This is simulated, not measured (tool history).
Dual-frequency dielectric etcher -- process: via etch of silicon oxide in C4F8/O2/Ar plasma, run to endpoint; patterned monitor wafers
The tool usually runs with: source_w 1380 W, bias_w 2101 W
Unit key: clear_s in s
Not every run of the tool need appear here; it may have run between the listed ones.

| run | hour | source_w | bias_w | incoming incoming film thickness, nm | clear_s |
|---|---|---|---|---|---|
| 1 | 0 | 1380 | 2101 | 2035.2 | 455.8 |
| 2 | 45.9 | 1380 | 2101 | 2023.2 | 455.8 |
| 3 | 144.7 | 1500 | 2101 | 2059.5 | 451.3 |
| 4 | 181.9 | 1380 | 2101 | 2006.7 | 455.5 |
| 5 | 306.3 | 1380 | 2101 | 2036 | 470.9 |
| 6 | 404.2 | 1380 | 2101 | 2032.3 | 472.2 |
| 7 | 445.4 | 1380 | 2101 | 2025.1 | 468.1 |
|  | 501 | bias power generator calibrated |
|  | 531.6 | wet clean of the chamber |
| 8 | 551.3 | 1180 | 2101 | 2057.6 | 487.5 |
| 9 | 616.7 | 1380 | 2101 | 2051.4 | 456.6 |
|  | 676.9 | upper electrode replaced |
| 10 | 677.4 | 1380 | 2101 | 2039.2 | 455.2 |
| 11 | 727.2 | 1560 | 1747 | 2052.1 | 458.3 |
| 12 | 769.7 | 1560 | 1894 | 2039.5 | 445.3 |
| 13 | 839.2 | 1240 | 1846 | 2031.3 | 508.6 |
|  | 860 | source power generator calibrated |
| 14 | 932.4 | 1380 | 2101 | 2059 | 466.5 |
| 15 | 1036 | 1190 | 1901 | 2047.7 | 525.1 |
| 16 | 1073.8 | 1510 | 1760 | 2027.5 | 466.3 |
|  | 1098.4 | wet clean of the chamber |
| 17 | 1130.8 | 1080 | 2524 | 2024.8 | 479.6 |
| 18 | 1197.4 | 1380 | 1934 | 2005.2 | 456.8 |
| 19 | 1265.5 | 1380 | 2101 | 2028 | 454 |
| 20 | 1346.5 | 1380 | 2101 | 2026.5 | 455.5 |

4 options for the next run, each taken on its own from the tool as it stands now. Forecast them:
| A | 1347 | 1380 | 1839 | 2042.6 | ? |
| B | 1347 | 1150 | 1935 | 2042.6 | ? |
| C | 1347 | 1510 | 2101 | 2042.6 | ? |
| D | 1347 | 1280 | 1644 | 2042.6 | ? |

| run | clear_s |
|---|---|
| A | 474.1 |
| B | 511.6 |
| C | 436.8 |
| D | 508 |
Without the tool's unlogged condition, the same runs would have read:
| run | clear_s |
|---|---|
| A | 465.5 |
| B | 502.4 |
| C | 428.9 |
| D | 498.8 |
